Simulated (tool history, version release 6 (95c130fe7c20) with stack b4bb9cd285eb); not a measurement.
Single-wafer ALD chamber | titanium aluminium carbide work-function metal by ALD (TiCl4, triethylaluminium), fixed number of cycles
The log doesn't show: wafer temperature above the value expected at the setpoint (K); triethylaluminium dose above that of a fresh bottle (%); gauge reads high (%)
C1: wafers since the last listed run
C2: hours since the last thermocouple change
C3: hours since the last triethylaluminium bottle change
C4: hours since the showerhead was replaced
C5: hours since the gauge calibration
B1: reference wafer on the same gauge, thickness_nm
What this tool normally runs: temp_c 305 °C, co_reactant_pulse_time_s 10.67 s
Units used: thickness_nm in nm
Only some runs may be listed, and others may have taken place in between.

run 1 hour=0 | temp_c=296 co_reactant_pulse_time_s=10.67 | C1=0 C2=259.8 C3=327.2 C4=3104.7 C5=514.5 | B1=1.959 | thickness_nm=1.848
run 2 hour=29.8 | temp_c=296 co_reactant_pulse_time_s=10.67 | C1=239 C2=289.6 C3=357 C4=3134.5 C5=544.3 | B1=1.958 | thickness_nm=1.848
run 3 hour=80.7 | temp_c=297 co_reactant_pulse_time_s=10.67 | C1=409 C2=340.5 C3=407.9 C4=3185.4 C5=595.2 | B1=1.961 | thickness_nm=1.853
run 4 hour=120.9 | temp_c=297 co_reactant_pulse_time_s=10.67 | C1=323 C2=380.7 C3=448.1 C4=3225.6 C5=635.4 | B1=1.96 | thickness_nm=1.844
run 5 hour=162.4 | temp_c=297 co_reactant_pulse_time_s=10.67 | C1=333 C2=422.2 C3=489.6 C4=3267.1 C5=676.9 | B1=1.961 | thickness_nm=1.834
run 6 hour=199.7 | temp_c=305 co_reactant_pulse_time_s=10.67 | C1=300 C2=459.5 C3=526.9 C4=3304.4 C5=714.2 | B1=1.961 | thickness_nm=1.892
run 7 hour=237.1 | temp_c=305 co_reactant_pulse_time_s=10.67 | C1=300 C2=496.9 C3=564.3 C4=3341.8 C5=751.6 | B1=1.96 | thickness_nm=1.89
-- hour=257.2 triethylaluminium bottle replaced
run 8 hour=265.7 | temp_c=305 co_reactant_pulse_time_s=10.67 | C1=165 C2=525.5 C3=8.5 C4=3370.4 C5=780.2 | B1=1.959 | thickness_nm=1.945
run 9 hour=331.2 | temp_c=297 co_reactant_pulse_time_s=13.02 | C1=527 C2=591 C3=74 C4=3435.9 C5=845.7 | B1=1.96 | thickness_nm=1.918
run 10 hour=381.4 | temp_c=300 co_reactant_pulse_time_s=13.68 | C1=403 C2=641.2 C3=124.2 C4=3486.1 C5=895.9 | B1=1.961 | thickness_nm=1.934
run 11 hour=427.5 | temp_c=305 co_reactant_pulse_time_s=12.02 | C1=370 C2=687.3 C3=170.3 C4=3532.2 C5=942 | B1=1.959 | thickness_nm=1.944
run 12 hour=622.9 | temp_c=305 co_reactant_pulse_time_s=12.02 | C1=1572 C2=882.7 C3=365.7 C4=3727.6 C5=1137.4 | B1=1.962 | thickness_nm=1.925
-- hour=643.9 gauge calibrated
run 13 hour=691.8 | temp_c=305 co_reactant_pulse_time_s=10.67 | C1=554 C2=951.6 C3=434.6 C4=3796.5 C5=47.9 | B1=1.961 | thickness_nm=1.882
run 14 hour=761.1 | temp_c=305 co_reactant_pulse_time_s=10.67 | C1=557 C2=1020.9 C3=503.9 C4=3865.8 C5=117.2 | B1=1.963 | thickness_nm=1.888
run 15 hour=819.7 | temp_c=305 co_reactant_pulse_time_s=10.67 | C1=471 C2=1079.5 C3=562.5 C4=3924.4 C5=175.8 | B1=1.961 | thickness_nm=1.878
run 16 hour=854 | temp_c=305 co_reactant_pulse_time_s=10.67 | C1=275 C2=1113.8 C3=596.8 C4=3958.7 C5=210.1 | B1=1.96 | thickness_nm=1.868
run 17 hour=902.2 | temp_c=313 co_reactant_pulse_time_s=12.32 | C1=387 C2=1162 C3=645 C4=4006.9 C5=258.3 | B1=1.959 | thickness_nm=1.962
-- hour=946.9 thermocouple changed; heater temperature recalibrated
-- hour=964.9 triethylaluminium bottle replaced
run 18 hour=965.4 | temp_c=299 co_reactant_pulse_time_s=8.98 | C1=379 C2=18.5 C3=0.5 C4=4070.1 C5=321.5 | B1=1.96 | thickness_nm=1.865
run 19 hour=1025.3 | temp_c=305 co_reactant_pulse_time_s=11.97 | C1=481 C2=78.4 C3=60.4 C4=4130 C5=381.4 | B1=1.962 | thickness_nm=1.975
run 20 hour=1058.2 | temp_c=313 co_reactant_pulse_time_s=10.67 | C1=264 C2=111.3 C3=93.3 C4=4162.9 C5=414.3 | B1=1.961 | thickness_nm=2.033
run 21 hour=1114.5 | temp_c=305 co_reactant_pulse_time_s=11.97 | C1=453 C2=167.6 C3=149.6 C4=4219.2 C5=470.6 | B1=1.96 | thickness_nm=1.968
run 22 hour=1146.8 | temp_c=305 co_reactant_pulse_time_s=11.97 | C1=259 C2=199.9 C3=181.9 C4=4251.5 C5=502.9 | B1=1.96 | thickness_nm=1.969
run 23 hour=1197.8 | temp_c=312 co_reactant_pulse_time_s=13.33 | C1=410 C2=250.9 C3=232.9 C4=4302.5 C5=553.9 | B1=1.959 | thickness_nm=2.045
-- hour=1338.8 showerhead replaced
run 24 hour=1383.6 | temp_c=318 co_reactant_pulse_time_s=10.67 | C1=1430 C2=436.7 C3=418.7 C4=44.8 C5=739.7 | B1=1.959 | thickness_nm=2.006
run 25 hour=1445 | temp_c=305 co_reactant_pulse_time_s=10.67 | C1=494 C2=498.1 C3=480.1 C4=106.2 C5=801.1 | B1=1.959 | thickness_nm=1.906
run 26 hour=1474 | temp_c=298 co_reactant_pulse_time_s=6.42 | C1=233 C2=527.1 C3=509.1 C4=135.2 C5=830.1 | B1=1.961 | thickness_nm=1.65
-- hour=1510.8 triethylaluminium bottle replaced
run 27 hour=1526 | temp_c=316 co_reactant_pulse_time_s=13.11 | C1=354 C2=579.1 C3=15.2 C4=187.2 C5=882.1 | B1=1.962 | thickness_nm=2.051
run 28 hour=1597.9 | temp_c=305 co_reactant_pulse_time_s=10.67 | C1=578 C2=651 C3=87.1 C4=259.1 C5=954 | B1=1.959 | thickness_nm=1.931
run 29 hour=1729.4 | temp_c=305 co_reactant_pulse_time_s=12.02 | C1=1058 C2=782.5 C3=218.6 C4=390.6 C5=1085.5 | B1=1.962 | thickness_nm=1.934
run 30 hour=1769.6 | temp_c=305 co_reactant_pulse_time_s=14.38 | C1=323 C2=822.7 C3=258.8 C4=430.8 C5=1125.7 | B1=1.96 | thickness_nm=1.969
run 31 hour=1814.3 | temp_c=290 co_reactant_pulse_time_s=10.67 | C1=359 C2=867.4 C3=303.5 C4=475.5 C5=1170.4 | B1=1.959 | thickness_nm=1.797
run 32 hour=1883.3 | temp_c=313 co_reactant_pulse_time_s=12.92 | C1=555 C2=936.4 C3=372.5 C4=544.5 C5=1239.4 | B1=1.959 | thickness_nm=1.983
run 33 hour=1915.4 | temp_c=305 co_reactant_pulse_time_s=11.97 | C1=258 C2=968.5 C3=404.6 C4=576.6 C5=1271.5 | B1=1.963 | thickness_nm=1.931

Measured minus without-hidden-state, run by run (identical run-to-run variation in each term; gauge scatter may differ):
run=1 thickness_nm=-0.046
run=2 thickness_nm=-0.051
run=3 thickness_nm=-0.059
run=4 thickness_nm=-0.065
run=5 thickness_nm=-0.072
run=6 thickness_nm=-0.081
run=7 thickness_nm=-0.089
run=8 thickness_nm=-0.022
run=9 thickness_nm=-0.027
run=10 thickness_nm=-0.031
run=11 thickness_nm=-0.038
run=12 thickness_nm=-0.059
run=13 thickness_nm=-0.077
run=14 thickness_nm=-0.088
run=15 thickness_nm=-0.098
run=16 thickness_nm=-0.104
run=17 thickness_nm=-0.097
run=18 thickness_nm=-0.004
run=19 thickness_nm=-0.009
run=20 thickness_nm=-0.014
run=21 thickness_nm=-0.018
run=22 thickness_nm=-0.021
run=23 thickness_nm=-0.023
run=24 thickness_nm=-0.059
run=25 thickness_nm=-0.067
run=26 thickness_nm=-0.122
run=27 thickness_nm=-0.028
run=28 thickness_nm=-0.037
run=29 thickness_nm=-0.048
run=30 thickness_nm=-0.047
run=31 thickness_nm=-0.063
run=32 thickness_nm=-0.062
run=33 thickness_nm=-0.07
